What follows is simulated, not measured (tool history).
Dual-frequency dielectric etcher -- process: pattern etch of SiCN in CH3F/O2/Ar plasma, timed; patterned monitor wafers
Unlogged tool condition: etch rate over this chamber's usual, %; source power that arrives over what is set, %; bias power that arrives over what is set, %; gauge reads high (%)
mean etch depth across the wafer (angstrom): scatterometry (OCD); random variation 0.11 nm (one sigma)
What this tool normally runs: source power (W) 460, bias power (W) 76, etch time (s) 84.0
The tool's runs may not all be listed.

run	day	source power (W)	bias power (W)	etch time (s)	wafers since the last listed run	hours since the last wet clean	hours since the last source power generator calibration	hours since the last bias power generator calibration	hours since the last upper electrode change	hours since the gauge calibration	read-back reference wafer on the same gauge, depth_nm	mean etch depth across the wafer (angstrom)
1	0.000	460	76	103.5	0	228.0	1951.8	4170.6	4850.6	218.9	43.87	456.8
2	2.204	460	76	103.5	361	280.9	2004.7	4223.5	4903.5	271.8	43.90	459.8
3	4.300	460	76	84.0	343	331.2	2055.0	4273.8	4953.8	322.1	43.93	372.0
4	6.204	460	76	84.0	312	376.9	2100.7	4319.5	4999.5	367.8	43.91	373.6
5	7.579	460	76	84.0	225	409.9	2133.7	4352.5	5032.5	400.8	43.88	375.5
6	9.979	460	76	84.0	393	467.5	2191.3	4410.1	5090.1	458.4	43.89	375.3
7	12.283	460	76	84.0	377	522.8	2246.6	4465.4	5145.4	513.7	43.90	374.2
8	14.446	460	76	84.0	354	574.7	2298.5	4517.3	5197.3	565.6	43.94	374.3
# day 17.167: wet clean of the chamber
9	17.188	370	63	90.5	285	0.5	2364.3	4583.1	5263.1	631.4	43.90	327.0
# day 18.250: upper electrode replaced
10	18.271	460	76	73.0	13	26.5	2390.3	4609.1	0.5	657.4	43.89	320.3
11	22.183	530	76	84.0	641	120.4	2484.2	4703.0	94.4	751.3	43.88	395.4
# day 22.517: gauge calibrated
# day 23.171: bias power generator calibrated
12	23.733	460	76	84.0	226	157.6	2521.4	13.5	131.6	29.2	43.91	371.4
# day 24.571: source power generator calibrated
13	25.733	510	70	59.0	300	205.6	27.9	61.5	179.6	77.2	43.88	265.4

For run 14, what comes out?
14	28.312	460	70	84.0	423	267.5	89.8	123.4	241.5	139.1	?	?

{"run 14": {"read-back reference wafer on the same gauge, depth_nm": 43.88, "mean etch depth across the wafer (angstrom)": 358.8}}
Minus the tool's unlogged condition, the same run would have read mean etch depth across the wafer (angstrom) 356.0.
